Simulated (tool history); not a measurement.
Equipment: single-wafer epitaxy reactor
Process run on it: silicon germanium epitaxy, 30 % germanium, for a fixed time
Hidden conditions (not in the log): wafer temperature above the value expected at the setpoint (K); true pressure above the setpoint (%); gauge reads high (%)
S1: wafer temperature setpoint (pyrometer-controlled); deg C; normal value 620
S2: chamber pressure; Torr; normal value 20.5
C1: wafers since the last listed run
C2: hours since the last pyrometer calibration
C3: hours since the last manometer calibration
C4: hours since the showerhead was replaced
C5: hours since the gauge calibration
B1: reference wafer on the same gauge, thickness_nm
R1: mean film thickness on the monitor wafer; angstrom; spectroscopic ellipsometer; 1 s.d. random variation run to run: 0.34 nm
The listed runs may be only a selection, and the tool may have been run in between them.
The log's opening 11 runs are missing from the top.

run     day   S1    S2    C1     C2     C3      C4     C5       B1       R1
 12  14.438  620  25.4   707  109.4   56.3  5160.9  670.5  106.345   959.26
 13  15.658  620  24.2   604  138.7   85.6  5190.2  699.8  106.355    951.1
 14  16.321  620  20.5   328  154.6  101.5  5206.1  715.7  106.389   915.94
 15  17.192  620  20.5   431  175.5  122.4    5227  736.6  106.352   914.74
 16  17.842  611  21.8   321  191.1    138  5242.6  752.2  106.217   807.78
 17  18.604  624  24.4   377  209.4  156.3  5260.9  770.5  106.302  1014.77
 18  19.225  620  16.4   307  224.3  171.2  5275.8  785.4  106.228   864.65
     20.646  -- showerhead replaced
 19  20.667  614  24.2   548  258.9  205.8     0.5    820  106.292   869.23
 20  21.196  620  20.5   262  271.6  218.5    13.2  832.7  106.341   910.55
 21  22.033  620  20.5   414  291.7  238.6    33.3  852.8  106.284   918.72
       22.5  -- gauge calibrated
 22  23.112  620  18.3   534  317.6  264.5    59.2   14.7  106.295   886.16
 23  23.938  606  15.8   408  337.4  284.3      79   34.5   106.26   681.69
 24  24.788  620  25.5   420  357.8  304.7    99.4   54.9  106.327   960.53
 25  26.238  620  17.4   717  392.6  339.5   134.2   89.7  106.402   871.21
 26  26.842  620  20.5   299  407.1    354   148.7  104.2  106.168   906.89
 27  27.388  614  24.6   270  420.2  367.1   161.8  117.3  106.193   867.31
 28  28.158  620  20.5   381  438.7  385.6   180.3  135.8  106.282   917.45
 29  29.579  631  16.2   703  472.8  419.7   214.4  169.9  106.339  1011.47
 30  33.254  629  24.1  1819    561  507.9   302.6  258.1  106.328  1088.45
 31  34.129  609  22.7   433    582  528.9   323.6  279.1  106.297   784.56

For run 32, what comes out?
 32  35.112  620  20.5  486  605.6  552.5  347.2  302.7   ?   ?

B1: 106.254
R1: 904.32 angstrom
Had the tool carried no hidden state, the very same run would have given R1 906.55 angstrom.
